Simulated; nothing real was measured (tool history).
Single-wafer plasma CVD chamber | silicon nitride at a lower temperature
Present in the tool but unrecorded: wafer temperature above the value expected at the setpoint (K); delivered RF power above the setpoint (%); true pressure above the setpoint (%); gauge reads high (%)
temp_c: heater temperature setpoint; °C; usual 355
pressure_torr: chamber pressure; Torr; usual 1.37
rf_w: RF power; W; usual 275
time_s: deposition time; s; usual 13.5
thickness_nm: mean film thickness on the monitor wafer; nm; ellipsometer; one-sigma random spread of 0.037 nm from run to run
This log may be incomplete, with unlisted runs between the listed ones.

run,hour,temp_c,pressure_torr,rf_w,time_s,wafers since the last listed run,hours since the last thermocouple change,hours since the last RF generator calibration,hours since the last manometer calibration,hours since the showerhead was replaced,hours since the gauge calibration,"read-back reference wafer on the same gauge, thickness_nm",thickness_nm
1,0,355,1.37,275,15.4,0,222.6,448.6,2600.9,5295.2,1800.7,13.599,15.515
2,39.9,355,1.37,275,13.5,1473,262.5,488.5,2640.8,5335.1,1840.6,13.601,13.596
3,92.3,349,1.37,275,13.5,1934,314.9,540.9,2693.2,5387.5,1893,13.604,13.623
4,118.1,355,1.37,275,14.7,952,340.7,566.7,2719,5413.3,1918.8,13.588,14.791
5,154.9,355,1.37,275,14.7,1358,377.5,603.5,2755.8,5450.1,1955.6,13.593,14.794
6,199.4,355,1.37,275,13.5,1642,422,648,2800.3,5494.6,2000.1,13.608,13.604
7,271.4,355,1.37,275,14.6,2658,494,720,2872.3,5566.6,2072.1,13.599,14.729
# hour 320.1: capacitance manometer re-zeroed and calibrated
8,326.1,360,1.37,275,13.5,1724,548.7,774.7,6,5621.3,2126.8,13.601,13.137
# hour 354.5: showerhead replaced
9,355,355,1.37,275,15.4,771,577.6,803.6,34.9,0.5,2155.7,13.604,14.992
10,378.6,355,1.37,275,13.5,871,601.2,827.2,58.5,24.1,2179.3,13.606,13.068
11,442.8,355,1.37,310,10.9,2370,665.4,891.4,122.7,88.3,2243.5,13.605,11.659
12,483.3,367,1.37,275,13.5,1495,705.9,931.9,163.2,128.8,2284,13.6,13.097
13,531.5,349,1.12,275,12.1,1779,754.1,980.1,211.4,177,2332.2,13.606,10.876
14,587.9,367,1.62,245,12.8,2082,810.5,1036.5,267.8,233.4,2388.6,13.607,11.95
15,645.1,359,1.18,275,14.8,2111,867.7,1093.7,325,290.6,2445.8,13.599,13.586
# hour 655.1: gauge calibrated
16,714.9,355,1.37,275,13.5,2577,937.5,1163.5,394.8,360.4,59.8,13.611,13.085
# hour 734.9: RF generator calibrated
17,762.7,360,1.37,320,15.8,1469,985.3,27.8,442.6,408.2,107.6,13.594,17.732
18,818.6,347,1.37,235,15.4,2063,1041.2,83.7,498.5,464.1,163.5,13.61,13.575
19,876.7,355,1.37,275,13.5,2145,1099.3,141.8,556.6,522.2,221.6,13.599,13.472
20,936.1,349,1.19,260,13.5,2193,1158.7,201.2,616,581.6,281,13.61,12.221
21,979.3,355,1.37,275,13.5,1594,1201.9,244.4,659.2,624.8,324.2,13.59,13.382
22,1036.2,355,1.37,295,12.7,2100,1258.8,301.3,716.1,681.7,381.1,13.595,13.219
23,1068,349,1.7,275,16,1174,1290.6,333.1,747.9,713.5,412.9,13.593,17.108
24,1094.4,363,1.67,230,12.5,974,1317,359.5,774.3,739.9,439.3,13.597,11.353
25,1163.1,355,1.37,275,13.5,2536,1385.7,428.2,843,808.6,508,13.602,13.341
26,1232.2,355,1.37,275,13.5,2551,1454.8,497.3,912.1,877.7,577.1,13.594,13.251
27,1302.8,347,1.37,275,13.5,2606,1525.4,567.9,982.7,948.3,647.7,13.603,13.265
28,1350.9,367,1.37,245,12.1,1775,1573.5,616,1030.8,996.4,695.8,13.593,10.761

Forecast each of these 4 alternatives for the next run:
A,1351.3,355,1.37,275,13.5,14,1573.9,616.4,1031.2,996.8,696.2,?,?
B,1351.3,355,1.37,275,14.8,14,1573.9,616.4,1031.2,996.8,696.2,?,?
C,1351.3,365,1.03,290,11,14,1573.9,616.4,1031.2,996.8,696.2,?,?
D,1351.3,355,1.37,250,13.5,14,1573.9,616.4,1031.2,996.8,696.2,?,?

run,"read-back reference wafer on the same gauge, thickness_nm",thickness_nm
A,13.6,13.311
B,13.6,14.59
C,13.6,10.065
D,13.6,12.328
Without the tool's unlogged condition, the same runs would have read:
run,thickness_nm
A,13.65
B,14.961
C,10.31
D,12.645

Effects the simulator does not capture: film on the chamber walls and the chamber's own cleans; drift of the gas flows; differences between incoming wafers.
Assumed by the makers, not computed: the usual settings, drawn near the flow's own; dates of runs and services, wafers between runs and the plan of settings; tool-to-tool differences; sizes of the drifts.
